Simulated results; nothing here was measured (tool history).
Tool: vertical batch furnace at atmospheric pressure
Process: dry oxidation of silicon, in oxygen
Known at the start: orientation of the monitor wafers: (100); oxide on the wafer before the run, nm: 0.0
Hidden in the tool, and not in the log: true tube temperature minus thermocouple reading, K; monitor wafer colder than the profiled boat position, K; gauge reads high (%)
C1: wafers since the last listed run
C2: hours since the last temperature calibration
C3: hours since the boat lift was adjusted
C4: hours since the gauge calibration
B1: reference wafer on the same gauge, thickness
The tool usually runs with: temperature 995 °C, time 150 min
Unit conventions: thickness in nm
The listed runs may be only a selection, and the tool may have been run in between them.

{"run": 1, "hour": 0.0, "temperature": 995, "time": 150, "C1": 0, "C2": 3650.1, "C3": 2534.6, "C4": 126.5, "B1": 84.84, "thickness": 89.91}
{"run": 2, "hour": 12.9, "temperature": 995, "time": 150, "C1": 179, "C2": 3663, "C3": 2547.5, "C4": 139.4, "B1": 84.8, "thickness": 89.82}
{"run": 3, "hour": 37.9, "temperature": 995, "time": 150, "C1": 348, "C2": 3688, "C3": 2572.5, "C4": 164.4, "B1": 84.71, "thickness": 89.47}
{"hour": 41.7, "done": "gauge calibrated"}
{"run": 4, "hour": 63.4, "temperature": 995, "time": 150, "C1": 355, "C2": 3713.5, "C3": 2598, "C4": 21.7, "B1": 85.27, "thickness": 90.25}
{"run": 5, "hour": 87.7, "temperature": 995, "time": 150, "C1": 338, "C2": 3737.8, "C3": 2622.3, "C4": 46, "B1": 85.2, "thickness": 89.83}
{"run": 6, "hour": 98.4, "temperature": 995, "time": 150, "C1": 149, "C2": 3748.5, "C3": 2633, "C4": 56.7, "B1": 85.21, "thickness": 90.1}
{"run": 7, "hour": 114.1, "temperature": 995, "time": 150, "C1": 218, "C2": 3764.2, "C3": 2648.7, "C4": 72.4, "B1": 85.14, "thickness": 90.06}
{"run": 8, "hour": 123.1, "temperature": 995, "time": 150, "C1": 125, "C2": 3773.2, "C3": 2657.7, "C4": 81.4, "B1": 85.1, "thickness": 89.79}
{"hour": 165.8, "done": "thermocouples replaced and temperature profile calibrated"}
{"hour": 189.7, "done": "boat lift adjusted"}
{"run": 9, "hour": 190.2, "temperature": 988, "time": 202.5, "C1": 268, "C2": 24.4, "C3": 0.5, "C4": 148.5, "B1": 84.86, "thickness": 103.97}
{"run": 10, "hour": 196.3, "temperature": 995, "time": 150, "C1": 84, "C2": 30.5, "C3": 6.6, "C4": 154.6, "B1": 84.84, "thickness": 89.66}
{"run": 11, "hour": 206.1, "temperature": 995, "time": 150, "C1": 136, "C2": 40.3, "C3": 16.4, "C4": 164.4, "B1": 84.87, "thickness": 89.51}
{"hour": 218.7, "done": "gauge calibrated"}
{"run": 12, "hour": 225.6, "temperature": 995, "time": 111, "C1": 271, "C2": 59.8, "C3": 35.9, "C4": 6.9, "B1": 85.33, "thickness": 72.99}
{"run": 13, "hour": 246.5, "temperature": 995, "time": 86, "C1": 291, "C2": 80.7, "C3": 56.8, "C4": 27.8, "B1": 85.28, "thickness": 61.41}
{"run": 14, "hour": 265.1, "temperature": 1002, "time": 110.5, "C1": 259, "C2": 99.3, "C3": 75.4, "C4": 46.4, "B1": 85.17, "thickness": 77.96}
{"run": 15, "hour": 274.9, "temperature": 995, "time": 93.5, "C1": 136, "C2": 109.1, "C3": 85.2, "C4": 56.2, "B1": 85.17, "thickness": 64.95}
{"run": 16, "hour": 291.0, "temperature": 987, "time": 150, "C1": 224, "C2": 125.2, "C3": 101.3, "C4": 72.3, "B1": 85.09, "thickness": 83.52}

Hidden state, per run?
true tube temperature minus thermocouple reading, K: 0 on each run
monitor wafer colder than the profiled boat position, K: 0 on each run
H1: gauge reads high (%)
run=1 H1=-0.527
run=2 H1=-0.579
run=3 H1=-0.679
run=4 H1=0.00553
run=5 H1=-0.0917
run=6 H1=-0.134
run=7 H1=-0.197
run=8 H1=-0.233
run=9 H1=-0.502
run=10 H1=-0.526
run=11 H1=-0.565
run=12 H1=0.015
run=13 H1=-0.0686
run=14 H1=-0.143
run=15 H1=-0.182
run=16 H1=-0.247
